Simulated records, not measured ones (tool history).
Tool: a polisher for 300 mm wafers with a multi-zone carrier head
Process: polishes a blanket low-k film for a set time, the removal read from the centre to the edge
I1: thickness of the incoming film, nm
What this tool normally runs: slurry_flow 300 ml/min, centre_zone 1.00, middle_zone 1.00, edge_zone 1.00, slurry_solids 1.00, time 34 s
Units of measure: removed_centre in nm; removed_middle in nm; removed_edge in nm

{"run": 1, "hour": 0.0, "slurry_flow": 300, "centre_zone": 1.0, "middle_zone": 1.0, "edge_zone": 1.0, "slurry_solids": 1.0, "time": 34, "I1": 319.6, "removed_centre": 11.7, "removed_middle": 11.8, "removed_edge": 11.2}
{"hour": 30.1, "done": "carrier head's membrane replaced by a new one"}
{"hour": 61.4, "done": "worn pad replaced by a new one"}
{"run": 2, "hour": 75.7, "slurry_flow": 300, "centre_zone": 1.0, "middle_zone": 1.0, "edge_zone": 1.0, "slurry_solids": 1.0, "time": 34, "I1": 314.6, "removed_centre": 11.7, "removed_middle": 11.8, "removed_edge": 11.0}
{"hour": 106.7, "done": "centre zone pressure recalibrated"}
{"run": 3, "hour": 180.5, "slurry_flow": 300, "centre_zone": 1.0, "middle_zone": 1.0, "edge_zone": 1.0, "slurry_solids": 1.1, "time": 34, "I1": 321.4, "removed_centre": 12.0, "removed_middle": 12.3, "removed_edge": 11.5}
{"run": 4, "hour": 286.9, "slurry_flow": 215, "centre_zone": 1.0, "middle_zone": 1.0, "edge_zone": 1.0, "slurry_solids": 1.0, "time": 34, "I1": 325.2, "removed_centre": 11.4, "removed_middle": 11.4, "removed_edge": 11.0}
{"hour": 350.6, "done": "slurry nozzle cleaned"}
{"run": 5, "hour": 378.3, "slurry_flow": 300, "centre_zone": 0.94, "middle_zone": 1.0, "edge_zone": 1.0, "slurry_solids": 1.2, "time": 30, "I1": 318.0, "removed_centre": 10.5, "removed_middle": 11.1, "removed_edge": 10.7}
{"hour": 390.8, "done": "edge zone pressure recalibrated"}
{"run": 6, "hour": 437.2, "slurry_flow": 300, "centre_zone": 1.0, "middle_zone": 1.1, "edge_zone": 1.11, "slurry_solids": 1.0, "time": 34, "I1": 315.9, "removed_centre": 11.7, "removed_middle": 12.5, "removed_edge": 11.6}
{"run": 7, "hour": 482.5, "slurry_flow": 300, "centre_zone": 1.0, "middle_zone": 1.0, "edge_zone": 1.0, "slurry_solids": 1.0, "time": 34, "I1": 314.1, "removed_centre": 11.6, "removed_middle": 11.7, "removed_edge": 11.1}
{"run": 8, "hour": 583.9, "slurry_flow": 300, "centre_zone": 1.0, "middle_zone": 1.0, "edge_zone": 1.0, "slurry_solids": 1.0, "time": 34, "I1": 321.8, "removed_centre": 11.8, "removed_middle": 11.7, "removed_edge": 11.2}
{"hour": 755.7, "done": "worn pad replaced by a new one"}
{"run": 9, "hour": 756.2, "slurry_flow": 300, "centre_zone": 1.0, "middle_zone": 1.12, "edge_zone": 1.0, "slurry_solids": 1.0, "time": 26, "I1": 322.8, "removed_centre": 8.9, "removed_middle": 9.7, "removed_edge": 8.6}
{"hour": 811.7, "done": "centre zone pressure recalibrated"}
{"run": 10, "hour": 812.2, "slurry_flow": 300, "centre_zone": 1.1, "middle_zone": 1.0, "edge_zone": 1.0, "slurry_solids": 1.0, "time": 34, "I1": 320.0, "removed_centre": 12.8, "removed_middle": 11.7, "removed_edge": 11.2}
{"run": 11, "hour": 848.1, "slurry_flow": 300, "centre_zone": 1.0, "middle_zone": 1.06, "edge_zone": 1.09, "slurry_solids": 1.15, "time": 26, "I1": 317.4, "removed_centre": 9.6, "removed_middle": 9.9, "removed_edge": 9.5}
{"run": 12, "hour": 904.7, "slurry_flow": 300, "centre_zone": 0.96, "middle_zone": 1.0, "edge_zone": 1.0, "slurry_solids": 1.25, "time": 34, "I1": 318.7, "removed_centre": 12.0, "removed_middle": 12.8, "removed_edge": 12.2}
{"hour": 947.4, "done": "slurry nozzle cleaned"}
{"run": 13, "hour": 971.3, "slurry_flow": 300, "centre_zone": 1.0, "middle_zone": 1.0, "edge_zone": 1.0, "slurry_solids": 1.0, "time": 34, "I1": 320.5, "removed_centre": 11.6, "removed_middle": 11.7, "removed_edge": 11.3}
{"hour": 1072.3, "done": "carrier head's membrane replaced by a new one"}
{"hour": 1108.8, "done": "edge zone pressure recalibrated"}
{"run": 14, "hour": 1129.6, "slurry_flow": 250, "centre_zone": 1.06, "middle_zone": 1.0, "edge_zone": 1.0, "slurry_solids": 1.0, "time": 34, "I1": 318.9, "removed_centre": 12.2, "removed_middle": 11.6, "removed_edge": 11.1}
{"run": 15, "hour": 1181.3, "slurry_flow": 300, "centre_zone": 1.0, "middle_zone": 1.0, "edge_zone": 1.0, "slurry_solids": 1.0, "time": 34, "I1": 323.2, "removed_centre": 11.9, "removed_middle": 11.9, "removed_edge": 11.3}
{"run": 16, "hour": 1232.6, "slurry_flow": 360, "centre_zone": 0.94, "middle_zone": 1.0, "edge_zone": 1.0, "slurry_solids": 0.85, "time": 23, "I1": 323.9, "removed_centre": 7.1, "removed_middle": 7.5, "removed_edge": 7.1}
{"run": 17, "hour": 1332.5, "slurry_flow": 195, "centre_zone": 1.0, "middle_zone": 1.0, "edge_zone": 1.0, "slurry_solids": 1.0, "time": 34, "I1": 325.3, "removed_centre": 11.1, "removed_middle": 11.4, "removed_edge": 10.9}
{"hour": 1366.0, "done": "worn pad replaced by a new one"}
{"run": 18, "hour": 1411.8, "slurry_flow": 300, "centre_zone": 0.96, "middle_zone": 1.0, "edge_zone": 1.0, "slurry_solids": 1.0, "time": 34, "I1": 317.5, "removed_centre": 11.2, "removed_middle": 11.7, "removed_edge": 11.1}
{"run": 19, "hour": 1493.2, "slurry_flow": 330, "centre_zone": 1.0, "middle_zone": 1.08, "edge_zone": 1.0, "slurry_solids": 1.15, "time": 26, "I1": 317.5, "removed_centre": 9.6, "removed_middle": 10.1, "removed_edge": 9.2}
{"hour": 1504.4, "done": "centre zone pressure recalibrated"}
{"run": 20, "hour": 1574.7, "slurry_flow": 300, "centre_zone": 1.0, "middle_zone": 1.0, "edge_zone": 1.0, "slurry_solids": 1.0, "time": 34, "I1": 317.8, "removed_centre": 11.6, "removed_middle": 11.8, "removed_edge": 11.3}
{"hour": 1588.3, "done": "slurry nozzle cleaned"}
{"run": 21, "hour": 1638.5, "slurry_flow": 300, "centre_zone": 1.11, "middle_zone": 1.0, "edge_zone": 1.0, "slurry_solids": 1.0, "time": 34, "I1": 318.2, "removed_centre": 13.1, "removed_middle": 11.8, "removed_edge": 11.1}
{"run": 22, "hour": 1741.7, "slurry_flow": 300, "centre_zone": 1.0, "middle_zone": 1.1, "edge_zone": 1.07, "slurry_solids": 0.9, "time": 38, "I1": 317.1, "removed_centre": 12.5, "removed_middle": 13.4, "removed_edge": 12.3}

3 ways to go on from here, each from the tool as it stands after run 22. What would each give?
{"run": "A", "hour": 1742.1, "slurry_flow": 300, "centre_zone": 1.0, "middle_zone": 1.0, "edge_zone": 1.0, "slurry_solids": 1.0, "time": 34, "I1": 318.4, "removed_centre": "?", "removed_middle": "?", "removed_edge": "?"}
{"run": "B", "hour": 1742.1, "slurry_flow": 240, "centre_zone": 1.0, "middle_zone": 0.97, "edge_zone": 1.0, "slurry_solids": 1.0, "time": 34, "I1": 318.4, "removed_centre": "?", "removed_middle": "?", "removed_edge": "?"}
{"run": "C", "hour": 1742.1, "slurry_flow": 300, "centre_zone": 1.0, "middle_zone": 1.07, "edge_zone": 0.89, "slurry_solids": 1.0, "time": 34, "I1": 318.4, "removed_centre": "?", "removed_middle": "?", "removed_edge": "?"}

run=A removed_centre=11.5 removed_middle=11.9 removed_edge=11.3
run=B removed_centre=11.3 removed_middle=11.5 removed_edge=11.1
run=C removed_centre=11.5 removed_middle=12.5 removed_edge=10.6
Without the tool's unlogged condition, the same runs would have read:
run=A removed_centre=11.5 removed_middle=11.9 removed_edge=11.3
run=B removed_centre=11.3 removed_middle=11.5 removed_edge=11.1
run=C removed_centre=11.5 removed_middle=12.5 removed_edge=10.6
